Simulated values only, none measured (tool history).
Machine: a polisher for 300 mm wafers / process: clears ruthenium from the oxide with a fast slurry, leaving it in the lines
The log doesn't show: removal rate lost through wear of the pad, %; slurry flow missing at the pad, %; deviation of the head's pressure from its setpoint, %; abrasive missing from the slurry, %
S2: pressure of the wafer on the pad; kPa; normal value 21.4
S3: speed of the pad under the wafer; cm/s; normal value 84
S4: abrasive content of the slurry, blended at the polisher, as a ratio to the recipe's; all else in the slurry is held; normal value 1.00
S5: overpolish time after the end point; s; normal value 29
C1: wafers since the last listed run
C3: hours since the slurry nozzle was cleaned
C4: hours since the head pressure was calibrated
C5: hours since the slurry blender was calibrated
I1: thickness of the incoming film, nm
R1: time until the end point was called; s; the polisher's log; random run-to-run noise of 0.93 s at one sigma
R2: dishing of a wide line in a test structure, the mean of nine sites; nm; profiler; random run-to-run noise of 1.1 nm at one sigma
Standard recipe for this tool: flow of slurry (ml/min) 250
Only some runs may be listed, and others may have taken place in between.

run 1 hour=0.0 | flow_of_slurry_(ml/min)=250 S2=21.4 S3=84 S4=1.00 S5=29 | C1=0 wafers_polished_on_this_pad=1012 C3=398.3 C4=3.4 C5=28.9 | I1=170.7 | R1=53.7 R2=55.7
-- hour=19.0 worn pad replaced by a new one
run 2 hour=22.3 | flow_of_slurry_(ml/min)=250 S2=21.4 S3=84 S4=1.00 S5=29 | C1=193 wafers_polished_on_this_pad=34 C3=420.6 C4=25.7 C5=51.2 | I1=172.7 | R1=55.9 R2=54.1
-- hour=28.3 slurry nozzle cleaned
run 3 hour=31.2 | flow_of_slurry_(ml/min)=250 S2=21.4 S3=84 S4=1.00 S5=16 | C1=83 wafers_polished_on_this_pad=118 C3=2.9 C4=34.6 C5=60.1 | I1=169.0 | R1=46.6 R2=36.4
run 4 hour=43.8 | flow_of_slurry_(ml/min)=250 S2=21.4 S3=84 S4=1.00 S5=16 | C1=133 wafers_polished_on_this_pad=251 C3=15.5 C4=47.2 C5=72.7 | I1=168.1 | R1=47.8 R2=37.5
run 5 hour=56.5 | flow_of_slurry_(ml/min)=250 S2=21.4 S3=84 S4=1.00 S5=16 | C1=134 wafers_polished_on_this_pad=385 C3=28.2 C4=59.9 C5=85.4 | I1=168.9 | R1=47.7 R2=37.0
run 6 hour=66.6 | flow_of_slurry_(ml/min)=295 S2=21.4 S3=90 S4=1.00 S5=29 | C1=106 wafers_polished_on_this_pad=492 C3=38.3 C4=70.0 C5=95.5 | I1=172.2 | R1=44.0 R2=66.2
run 7 hour=79.4 | flow_of_slurry_(ml/min)=295 S2=21.4 S3=90 S4=1.00 S5=29 | C1=135 wafers_polished_on_this_pad=627 C3=51.1 C4=82.8 C5=108.3 | I1=171.8 | R1=46.5 R2=65.9
-- hour=82.8 slurry blender recalibrated
run 8 hour=96.4 | flow_of_slurry_(ml/min)=250 S2=28.3 S3=84 S4=1.00 S5=29 | C1=158 wafers_polished_on_this_pad=786 C3=68.1 C4=99.8 C5=13.6 | I1=170.3 | R1=36.1 R2=73.0
run 9 hour=110.4 | flow_of_slurry_(ml/min)=225 S2=14.5 S3=84 S4=1.00 S5=29 | C1=148 wafers_polished_on_this_pad=934 C3=82.1 C4=113.8 C5=27.6 | I1=168.7 | R1=71.4 R2=43.3
-- hour=114.8 worn pad replaced by a new one
run 10 hour=123.8 | flow_of_slurry_(ml/min)=250 S2=21.4 S3=84 S4=1.00 S5=29 | C1=99 wafers_polished_on_this_pad=94 C3=95.5 C4=127.2 C5=41.0 | I1=170.3 | R1=47.9 R2=60.1
run 11 hour=130.2 | flow_of_slurry_(ml/min)=250 S2=21.4 S3=84 S4=1.00 S5=33 | C1=67 wafers_polished_on_this_pad=162 C3=101.9 C4=133.6 C5=47.4 | I1=170.3 | R1=48.1 R2=67.7
run 12 hour=136.8 | flow_of_slurry_(ml/min)=250 S2=24.8 S3=84 S4=1.30 S5=29 | C1=69 wafers_polished_on_this_pad=232 C3=108.5 C4=140.2 C5=54.0 | I1=172.5 | R1=34.2 R2=76.3
run 13 hour=146.6 | flow_of_slurry_(ml/min)=250 S2=21.4 S3=84 S4=1.00 S5=20 | C1=103 wafers_polished_on_this_pad=336 C3=118.3 C4=150.0 C5=63.8 | I1=171.9 | R1=47.3 R2=44.4
run 14 hour=158.2 | flow_of_slurry_(ml/min)=180 S2=21.4 S3=102 S4=1.10 S5=29 | C1=122 wafers_polished_on_this_pad=458 C3=129.9 C4=161.6 C5=75.4 | I1=169.3 | R1=39.7 R2=71.4
run 15 hour=174.8 | flow_of_slurry_(ml/min)=315 S2=21.4 S3=84 S4=0.80 S5=29 | C1=175 wafers_polished_on_this_pad=634 C3=146.5 C4=178.2 C5=92.0 | I1=171.0 | R1=57.0 R2=51.9
run 16 hour=187.5 | flow_of_slurry_(ml/min)=275 S2=25.5 S3=102 S4=1.00 S5=43 | C1=134 wafers_polished_on_this_pad=768 C3=159.2 C4=190.9 C5=104.7 | I1=168.7 | R1=33.1 R2=101.9
run 17 hour=204.3 | flow_of_slurry_(ml/min)=300 S2=21.4 S3=84 S4=1.00 S5=29 | C1=177 wafers_polished_on_this_pad=946 C3=176.0 C4=207.7 C5=121.5 | I1=168.7 | R1=46.7 R2=60.3
-- hour=218.5 worn pad replaced by a new one
run 18 hour=219.9 | flow_of_slurry_(ml/min)=250 S2=21.4 S3=84 S4=1.00 S5=29 | C1=122 wafers_polished_on_this_pad=14 C3=191.6 C4=223.3 C5=137.1 | I1=169.6 | R1=47.5 R2=59.5
-- hour=226.5 slurry blender recalibrated
run 19 hour=234.0 | flow_of_slurry_(ml/min)=250 S2=21.4 S3=74 S4=0.85 S5=35 | C1=127 wafers_polished_on_this_pad=142 C3=205.7 C4=237.4 C5=7.5 | I1=171.6 | R1=63.3 R2=57.3
run 20 hour=241.6 | flow_of_slurry_(ml/min)=250 S2=21.4 S3=84 S4=1.00 S5=16 | C1=80 wafers_polished_on_this_pad=222 C3=213.3 C4=245.0 C5=15.1 | I1=170.9 | R1=47.7 R2=37.1
run 21 hour=252.9 | flow_of_slurry_(ml/min)=195 S2=14.5 S3=84 S4=1.00 S5=29 | C1=119 wafers_polished_on_this_pad=342 C3=224.6 C4=256.3 C5=26.4 | I1=167.7 | R1=70.7 R2=42.8
run 22 hour=264.7 | flow_of_slurry_(ml/min)=250 S2=21.4 S3=84 S4=1.25 S5=29 | C1=124 wafers_polished_on_this_pad=467 C3=236.4 C4=268.1 C5=38.2 | I1=172.4 | R1=42.1 R2=68.7
run 23 hour=272.6 | flow_of_slurry_(ml/min)=250 S2=28.3 S3=84 S4=1.00 S5=42 | C1=83 wafers_polished_on_this_pad=550 C3=244.3 C4=276.0 C5=46.1 | I1=170.6 | R1=37.5 R2=94.2
run 24 hour=284.2 | flow_of_slurry_(ml/min)=250 S2=21.4 S3=84 S4=1.00 S5=29 | C1=122 wafers_polished_on_this_pad=673 C3=255.9 C4=287.6 C5=57.7 | I1=171.3 | R1=50.3 R2=59.5
run 25 hour=291.1 | flow_of_slurry_(ml/min)=220 S2=25.5 S3=112 S4=1.00 S5=29 | C1=72 wafers_polished_on_this_pad=746 C3=262.8 C4=294.5 C5=64.6 | I1=171.1 | R1=32.8 R2=80.8
run 26 hour=298.3 | flow_of_slurry_(ml/min)=250 S2=21.4 S3=84 S4=1.00 S5=29 | C1=76 wafers_polished_on_this_pad=822 C3=270.0 C4=301.7 C5=71.8 | I1=170.5 | R1=49.9 R2=59.0
run 27 hour=331.2 | flow_of_slurry_(ml/min)=250 S2=21.4 S3=84 S4=1.00 S5=29 | C1=347 wafers_polished_on_this_pad=1170 C3=302.9 C4=334.6 C5=104.7 | I1=170.9 | R1=48.5 R2=58.2
-- hour=341.0 worn pad replaced by a new one
run 28 hour=341.5 | flow_of_slurry_(ml/min)=250 S2=17.2 S3=84 S4=1.00 S5=29 | C1=66 wafers_polished_on_this_pad=5 C3=313.2 C4=344.9 C5=115.0 | I1=170.0 | R1=60.5 R2=50.1

Consider 5 possible next runs. They are alternatives, not a sequence: every one starts from the tool as it was left by run 28. What does each give?
run A hour=341.9 | flow_of_slurry_(ml/min)=250 S2=21.4 S3=84 S4=1.00 S5=29 | C1=4 wafers_polished_on_this_pad=9 C3=313.6 C4=345.3 C5=115.4 | I1=170.2 | R1=? R2=?
run B hour=341.9 | flow_of_slurry_(ml/min)=250 S2=21.4 S3=70 S4=0.80 S5=14 | C1=4 wafers_polished_on_this_pad=9 C3=313.6 C4=345.3 C5=115.4 | I1=170.2 | R1=? R2=?
run C hour=341.9 | flow_of_slurry_(ml/min)=250 S2=18.6 S3=84 S4=1.00 S5=38 | C1=4 wafers_polished_on_this_pad=9 C3=313.6 C4=345.3 C5=115.4 | I1=170.2 | R1=? R2=?
run D hour=341.9 | flow_of_slurry_(ml/min)=190 S2=21.4 S3=84 S4=1.00 S5=29 | C1=4 wafers_polished_on_this_pad=9 C3=313.6 C4=345.3 C5=115.4 | I1=170.2 | R1=? R2=?
run E hour=341.9 | flow_of_slurry_(ml/min)=295 S2=21.4 S3=84 S4=1.00 S5=29 | C1=4 wafers_polished_on_this_pad=9 C3=313.6 C4=345.3 C5=115.4 | I1=170.2 | R1=? R2=?

run=A R1=49.1 R2=58.8
run=B R1=70.5 R2=22.6
run=C R1=56.4 R2=65.4
run=D R1=51.7 R2=56.5
run=E R1=48.0 R2=60.0
What these runs would have given with no unlogged condition in the tool:
run=A R1=46.8 R2=61.1
run=B R1=67.2 R2=23.6
run=C R1=53.8 R2=67.8
run=D R1=48.5 R2=59.4
run=E R1=46.1 R2=62.0
